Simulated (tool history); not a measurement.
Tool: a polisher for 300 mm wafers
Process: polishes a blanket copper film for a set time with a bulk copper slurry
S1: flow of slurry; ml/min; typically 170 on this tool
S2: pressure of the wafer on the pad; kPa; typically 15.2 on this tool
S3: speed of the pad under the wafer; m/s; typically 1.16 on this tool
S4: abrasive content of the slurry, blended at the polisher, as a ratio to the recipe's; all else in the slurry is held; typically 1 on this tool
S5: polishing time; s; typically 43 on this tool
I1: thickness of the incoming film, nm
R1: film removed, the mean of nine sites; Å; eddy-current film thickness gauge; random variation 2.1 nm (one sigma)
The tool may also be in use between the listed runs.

run	hour	S1	S2	S3	S4	S5	I1	R1
1	0	170	11.7	1.16	1	48	3094.7	2792
2	7.9	170	11.7	1.16	1	48	3031.7	2744
# hour 22.8: worn pad replaced by a new one
3	25.4	170	15.2	1.16	1	43	3017.7	3219
4	33.3	170	15.2	1.16	1	43	3023.2	3214
# hour 40.7: slurry blender recalibrated
5	45.1	170	15.2	1.16	1	43	3013.1	3252
6	51.8	170	15.2	1.16	1	43	3015.4	3233
7	67.4	170	15.2	1.16	1	43	3019.4	3223
8	81.7	170	15.2	1.28	1	43	3074	3460
9	95.7	145	15.2	1.32	1	43	3013.6	3428
10	107.4	145	15.2	1.32	1	43	3058.5	3469
# hour 121.1: worn pad replaced by a new one
# hour 132.4: slurry blender recalibrated
11	137.8	145	15.2	1.32	1	43	3055.6	3491
12	153.8	170	15.2	1.16	1	43	3066.6	3243
# hour 197.4: head pressure recalibrated
13	206.9	170	10.3	1.16	1.1	43	3015.8	2409
# hour 217.7: worn pad replaced by a new one
14	223.6	125	12.4	1.16	1.2	52	3077	3376
# hour 231.9: slurry blender recalibrated
15	235.1	170	15.2	1.16	1	43	3073.8	3398
16	248.6	170	15.2	1.16	1	43	3018.7	3424
17	259.7	200	17.9	1.16	1	29	3015.9	2805
18	276.1	170	20	1.16	1	43	3003.7	4503
19	286.9	170	19.3	1.16	1	43	3018.9	4445
20	294.1	170	13.1	1.44	1	57	3014	4710
# hour 297.8: head pressure recalibrated, repeated, since the last time left the tool worse
21	303.3	170	15.2	1.16	1	43	3042.1	3029
# hour 308: slurry nozzle cleaned
22	316.2	170	15.2	1.16	1	43	3048.4	3028
23	326.5	170	15.2	1.16	1	52	3020	3627
# hour 332.2: worn pad replaced by a new one
# hour 337.4: slurry blender recalibrated
24	338.3	220	15.2	1.54	0.8	53	3013.4	4355
25	356.2	135	15.2	1.16	1	43	2979.2	2937
26	362.6	110	15.2	1.16	1	43	3018.1	2793
27	370.1	210	12.4	1.16	1.2	36	3015.5	2317
28	387.9	170	15.2	1.16	1	43	3009.5	3066
29	394.3	170	15.2	1.16	1	43	3036.6	3093
30	403.4	170	15.2	1.16	1	43	3008.4	3101
31	420.4	135	10.3	1.16	1	43	3032	2027

Branching from run 31: 3 alternative next runs. What would each branch give?
A	420.8	170	15.2	1.16	1	58	3031	?
B	420.8	170	15.2	1.16	1.2	43	3031	?
C	420.8	125	15.2	0.9	1.1	43	3031	?

run	R1
A	4174
B	3298
C	2539
What these runs would have given with no unlogged condition in the tool:
run	R1
A	4047
B	3198
C	2462
